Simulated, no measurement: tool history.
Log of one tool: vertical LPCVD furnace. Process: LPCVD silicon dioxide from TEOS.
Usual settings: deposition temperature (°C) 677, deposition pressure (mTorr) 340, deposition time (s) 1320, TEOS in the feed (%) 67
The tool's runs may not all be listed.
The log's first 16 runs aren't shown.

run    hour  deposition temperature (°C)  deposition pressure (mTorr)  deposition time (s)  TEOS in the feed (%)  read-back reference wafer on the same gauge, thickness  film thickness on the monitor wafer in the middle of the boat (nm)
 17  1391.3                          677                          340                 1320                    67                                                   107.1                                                               92.35
 18  1431.1                          677                          340                 1320                    55                                                  107.22                                                               83.14
 19  1501.2                          677                          340                 1320                    67                                                  107.13                                                               91.25
 20  1562.9                          677                          275                 1080                    71                                                  107.12                                                               69.47
 21  1615.1                          677                          340                 1710                    67                                                  107.13                                                              119.16
 22  1659.5                          677                          340                 1710                    67                                                  107.05                                                              119.54
 23  1709.5                          677                          265                 1320                    59                                                   107.1                                                               75.91
 24  1757.3                          677                          360                 1320                    67                                                  107.13                                                               94.17
 25  1811.7                          677                          340                  930                    79                                                  107.09                                                               70.09
 26  1852.4                          677                          305                 1320                    67                                                  107.09                                                               87.29
 27  1913.7                          677                          340                 1320                    67                                                  107.13                                                               91.54
 28  1972.9                          677                          340                 1320                    67                                                  107.13                                                                91.6
 29  2050.9                          684                          265                 1800                    70                                                  107.08                                                               133.6
     2090.6  -- pressure gauge zeroed
 30    2286                          677                          340                 1320                    67                                                  107.05                                                               91.76
 31  2344.2                          684                          265                 1590                    72                                                   107.1                                                              119.99

4 ways to go on from here, each from the tool as it stands after run 31. What would each give?
  A  2349.1                          677                          340                 1320                    67                                                       ?                                                                   ?
  B  2349.1                          669                          340                 1320                    67                                                       ?                                                                   ?
  C  2349.1                          677                          340                 1320                    74                                                       ?                                                                   ?
  D  2349.1                          677                          340                 1050                    67                                                       ?                                                                   ?

run  read-back reference wafer on the same gauge, thickness  film thickness on the monitor wafer in the middle of the boat (nm)
  A                                                  107.08                                                               92.06
  B                                                  107.08                                                                75.6
  C                                                  107.08                                                               96.75
  D                                                  107.08                                                               73.23
Without the tool's hidden state the same runs would have given:
run  film thickness on the monitor wafer in the middle of the boat (nm)
  A                                                               92.06
  B                                                                75.6
  C                                                               96.75
  D                                                               73.23

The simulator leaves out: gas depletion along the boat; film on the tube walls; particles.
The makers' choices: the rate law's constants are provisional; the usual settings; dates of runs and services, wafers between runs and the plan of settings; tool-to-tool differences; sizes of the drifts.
